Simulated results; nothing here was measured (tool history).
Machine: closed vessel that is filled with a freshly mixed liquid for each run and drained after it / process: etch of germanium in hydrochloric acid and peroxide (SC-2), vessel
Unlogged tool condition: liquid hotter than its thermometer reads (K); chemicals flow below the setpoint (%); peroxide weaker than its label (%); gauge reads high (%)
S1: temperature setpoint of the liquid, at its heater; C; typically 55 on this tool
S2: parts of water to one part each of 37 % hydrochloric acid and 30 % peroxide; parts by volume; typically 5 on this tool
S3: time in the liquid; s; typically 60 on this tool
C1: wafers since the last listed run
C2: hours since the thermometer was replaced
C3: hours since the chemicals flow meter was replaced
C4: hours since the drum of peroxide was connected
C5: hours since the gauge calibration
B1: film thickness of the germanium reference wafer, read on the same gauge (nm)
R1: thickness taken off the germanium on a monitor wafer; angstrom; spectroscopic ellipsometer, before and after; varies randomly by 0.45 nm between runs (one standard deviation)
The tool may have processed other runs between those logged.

run 1 hour=0 | S1=55 S2=5 S3=60 | C1=0 C2=1168.8 C3=2662.5 C4=326.8 C5=16.1 | B1=79.98 | R1=1627.7
run 2 hour=10.8 | S1=55 S2=5 S3=60 | C1=1029 C2=1179.6 C3=2673.3 C4=337.6 C5=26.9 | B1=80 | R1=1627.6
run 3 hour=27.5 | S1=55 S2=6.5 S3=80 | C1=1591 C2=1196.3 C3=2690 C4=354.3 C5=43.6 | B1=80 | R1=2145.3
run 4 hour=39.9 | S1=55 S2=5 S3=60 | C1=1181 C2=1208.7 C3=2702.4 C4=366.7 C5=56 | B1=80.04 | R1=1626.1
run 5 hour=47.9 | S1=55 S2=5 S3=60 | C1=762 C2=1216.7 C3=2710.4 C4=374.7 C5=64 | B1=80.04 | R1=1627.8
run 6 hour=57.7 | S1=61 S2=6.5 S3=60 | C1=933 C2=1226.5 C3=2720.2 C4=384.5 C5=73.8 | B1=80 | R1=1936.7
run 7 hour=68.8 | S1=61 S2=6.5 S3=60 | C1=1057 C2=1237.6 C3=2731.3 C4=395.6 C5=84.9 | B1=79.99 | R1=1921.3
-- hour=75.3 thermometer replaced
-- hour=76.1 chemicals flow meter replaced
run 8 hour=76.6 | S1=55 S2=5 S3=60 | C1=564 C2=1.3 C3=0.5 C4=403.4 C5=92.7 | B1=79.95 | R1=1499.3
run 9 hour=89.1 | S1=64.5 S2=7 S3=60 | C1=1191 C2=13.8 C3=13 C4=415.9 C5=105.2 | B1=80 | R1=1962.2
run 10 hour=106.3 | S1=51.5 S2=6.5 S3=60 | C1=1638 C2=31 C3=30.2 C4=433.1 C5=122.4 | B1=79.99 | R1=1333
run 11 hour=124.2 | S1=61 S2=5 S3=60 | C1=1705 C2=48.9 C3=48.1 C4=451 C5=140.3 | B1=80.02 | R1=1799
run 12 hour=136.5 | S1=55 S2=4 S3=70 | C1=1171 C2=61.2 C3=60.4 C4=463.3 C5=152.6 | B1=80.01 | R1=1764.6
-- hour=140.8 gauge calibrated
run 13 hour=146.9 | S1=55 S2=5.5 S3=30 | C1=990 C2=71.6 C3=70.8 C4=473.7 C5=6.1 | B1=80 | R1=751.7
-- hour=153.7 new drum of peroxide connected
run 14 hour=163 | S1=55 S2=5 S3=60 | C1=1438 C2=87.7 C3=86.9 C4=9.3 C5=22.2 | B1=79.96 | R1=1510
run 15 hour=180.5 | S1=63 S2=5 S3=60 | C1=1667 C2=105.2 C3=104.4 C4=26.8 C5=39.7 | B1=80.03 | R1=1918.6
run 16 hour=195.3 | S1=57.5 S2=5 S3=30 | C1=1410 C2=120 C3=119.2 C4=41.6 C5=54.5 | B1=79.99 | R1=814.7
run 17 hour=210.7 | S1=55 S2=5 S3=60 | C1=1467 C2=135.4 C3=134.6 C4=57 C5=69.9 | B1=80.01 | R1=1514

Branching from run 17: 4 alternative next runs. What would each branch give?
run A hour=211.4 | S1=55 S2=4 S3=60 | C1=66 C2=136.1 C3=135.3 C4=57.7 C5=70.6 | B1=? | R1=?
run B hour=211.4 | S1=55 S2=6 S3=60 | C1=66 C2=136.1 C3=135.3 C4=57.7 C5=70.6 | B1=? | R1=?
run C hour=211.4 | S1=62.5 S2=4 S3=30 | C1=66 C2=136.1 C3=135.3 C4=57.7 C5=70.6 | B1=? | R1=?
run D hour=211.4 | S1=61.5 S2=6 S3=60 | C1=66 C2=136.1 C3=135.3 C4=57.7 C5=70.6 | B1=? | R1=?

run=A B1=80.02 R1=1521
run=B B1=80.02 R1=1504.4
run=C B1=80.02 R1=955.9
run=D B1=80.02 R1=1831.3
The same runs, with their run-to-run variation unchanged, on a tool lacking any hidden condition would have given:
run=A R1=1500.7
run=B R1=1484.5
run=C R1=943.7
run=D R1=1808.1

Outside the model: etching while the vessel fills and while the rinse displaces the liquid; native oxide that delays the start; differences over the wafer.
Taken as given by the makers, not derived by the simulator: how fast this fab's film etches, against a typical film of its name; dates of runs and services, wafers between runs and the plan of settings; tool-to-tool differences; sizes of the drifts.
